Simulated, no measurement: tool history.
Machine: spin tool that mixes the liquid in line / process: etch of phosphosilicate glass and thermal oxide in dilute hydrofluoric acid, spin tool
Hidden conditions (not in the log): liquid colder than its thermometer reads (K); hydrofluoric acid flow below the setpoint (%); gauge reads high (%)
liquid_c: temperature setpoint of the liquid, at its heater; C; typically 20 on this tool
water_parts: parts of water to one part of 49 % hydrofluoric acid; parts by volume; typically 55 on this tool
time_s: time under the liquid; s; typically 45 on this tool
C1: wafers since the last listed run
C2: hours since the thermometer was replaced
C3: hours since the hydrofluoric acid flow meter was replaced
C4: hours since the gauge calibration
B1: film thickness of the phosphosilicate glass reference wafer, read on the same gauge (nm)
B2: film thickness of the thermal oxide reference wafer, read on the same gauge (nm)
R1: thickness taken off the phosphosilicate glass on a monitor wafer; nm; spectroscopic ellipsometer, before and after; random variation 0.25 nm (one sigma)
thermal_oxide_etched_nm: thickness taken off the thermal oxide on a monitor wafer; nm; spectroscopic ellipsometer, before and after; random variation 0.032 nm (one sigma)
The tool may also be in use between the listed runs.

run 1 day=0 | liquid_c=19 water_parts=55 time_s=45 | C1=0 C2=1795.9 C3=1151.3 C4=360.1 | B1=150.01 B2=80.015 | R1=36.72 thermal_oxide_etched_nm=2.924
run 2 day=1.142 | liquid_c=20 water_parts=55 time_s=30 | C1=420 C2=1823.3 C3=1178.7 C4=387.5 | B1=150 B2=80 | R1=25.6 thermal_oxide_etched_nm=2.061
run 3 day=2.154 | liquid_c=20 water_parts=55 time_s=30 | C1=372 C2=1847.6 C3=1203 C4=411.8 | B1=150.01 B2=80.012 | R1=25.29 thermal_oxide_etched_nm=2.039
run 4 day=3.025 | liquid_c=20 water_parts=55 time_s=45 | C1=320 C2=1868.5 C3=1223.9 C4=432.7 | B1=149.99 B2=80.009 | R1=37.94 thermal_oxide_etched_nm=3.104
run 5 day=4.254 | liquid_c=20 water_parts=55 time_s=45 | C1=452 C2=1898 C3=1253.4 C4=462.2 | B1=149.99 B2=79.988 | R1=38.08 thermal_oxide_etched_nm=2.969
run 6 day=5.679 | liquid_c=20 water_parts=55 time_s=45 | C1=524 C2=1932.2 C3=1287.6 C4=496.4 | B1=150 B2=79.998 | R1=37.93 thermal_oxide_etched_nm=3
-- day=7.775 hydrofluoric acid flow meter replaced
-- day=7.788 gauge calibrated
run 7 day=8.171 | liquid_c=20 water_parts=55 time_s=45 | C1=901 C2=1992 C3=9.5 C4=9.2 | B1=150.01 B2=80.002 | R1=37.55 thermal_oxide_etched_nm=3.017
run 8 day=8.679 | liquid_c=20 water_parts=55 time_s=45 | C1=187 C2=2004.2 C3=21.7 C4=21.4 | B1=150 B2=79.991 | R1=38.1 thermal_oxide_etched_nm=3.011
run 9 day=9.608 | liquid_c=20 water_parts=55 time_s=45 | C1=342 C2=2026.5 C3=44 C4=43.7 | B1=150 B2=79.999 | R1=37.84 thermal_oxide_etched_nm=3.018
run 10 day=11.067 | liquid_c=20 water_parts=55 time_s=45 | C1=536 C2=2061.5 C3=79 C4=78.7 | B1=149.98 B2=79.997 | R1=37.71 thermal_oxide_etched_nm=3.012
run 11 day=13.804 | liquid_c=22.5 water_parts=55 time_s=30 | C1=1007 C2=2127.2 C3=144.7 C4=144.4 | B1=149.99 B2=79.998 | R1=27.58 thermal_oxide_etched_nm=2.205
-- day=14.446 thermometer replaced
run 12 day=15.121 | liquid_c=20 water_parts=55 time_s=45 | C1=469 C2=16.2 C3=176.3 C4=176 | B1=150.01 B2=79.999 | R1=41.94 thermal_oxide_etched_nm=3.342
run 13 day=15.646 | liquid_c=25 water_parts=55 time_s=55 | C1=193 C2=28.8 C3=188.9 C4=188.6 | B1=150 B2=80.027 | R1=62.7 thermal_oxide_etched_nm=5.076
run 14 day=17.012 | liquid_c=20 water_parts=55 time_s=35 | C1=503 C2=61.6 C3=221.7 C4=221.4 | B1=150 B2=80.013 | R1=32.52 thermal_oxide_etched_nm=2.587
run 15 day=18.467 | liquid_c=20 water_parts=70 time_s=50 | C1=535 C2=96.5 C3=256.6 C4=256.3 | B1=150 B2=80.006 | R1=35.71 thermal_oxide_etched_nm=2.891
run 16 day=19.458 | liquid_c=20 water_parts=70 time_s=45 | C1=365 C2=120.3 C3=280.4 C4=280.1 | B1=149.99 B2=80.018 | R1=32.26 thermal_oxide_etched_nm=2.596
run 17 day=20.467 | liquid_c=22.5 water_parts=30 time_s=45 | C1=371 C2=144.5 C3=304.6 C4=304.3 | B1=150.01 B2=80.01 | R1=88.05 thermal_oxide_etched_nm=6.986
run 18 day=21.279 | liquid_c=17 water_parts=70 time_s=65 | C1=299 C2=164 C3=324.1 C4=323.8 | B1=150.02 B2=80.014 | R1=40.5 thermal_oxide_etched_nm=3.302
run 19 day=22.258 | liquid_c=25 water_parts=55 time_s=55 | C1=360 C2=187.5 C3=347.6 C4=347.3 | B1=150.02 B2=80.009 | R1=63.39 thermal_oxide_etched_nm=4.985
run 20 day=22.833 | liquid_c=20 water_parts=55 time_s=45 | C1=211 C2=201.3 C3=361.4 C4=361.1 | B1=150 B2=79.999 | R1=41.76 thermal_oxide_etched_nm=3.328

Results per run with the tool's hidden condition removed, run-to-run variation unchanged:
run=1 R1=40.52 thermal_oxide_etched_nm=3.227
run=2 R1=28.27 thermal_oxide_etched_nm=2.275
run=3 R1=27.96 thermal_oxide_etched_nm=2.255
run=4 R1=41.99 thermal_oxide_etched_nm=3.434
run=5 R1=42.22 thermal_oxide_etched_nm=3.291
run=6 R1=42.11 thermal_oxide_etched_nm=3.332
run=7 R1=41.82 thermal_oxide_etched_nm=3.36
run=8 R1=42.48 thermal_oxide_etched_nm=3.357
run=9 R1=42.21 thermal_oxide_etched_nm=3.367
run=10 R1=42.14 thermal_oxide_etched_nm=3.366
run=11 R1=30.87 thermal_oxide_etched_nm=2.467
run=12 R1=42.05 thermal_oxide_etched_nm=3.35
run=13 R1=62.87 thermal_oxide_etched_nm=5.091
run=14 R1=32.68 thermal_oxide_etched_nm=2.599
run=15 R1=35.93 thermal_oxide_etched_nm=2.909
run=16 R1=32.5 thermal_oxide_etched_nm=2.615
run=17 R1=88.83 thermal_oxide_etched_nm=7.048
run=18 R1=40.9 thermal_oxide_etched_nm=3.335
run=19 R1=64.06 thermal_oxide_etched_nm=5.038
run=20 R1=42.26 thermal_oxide_etched_nm=3.368
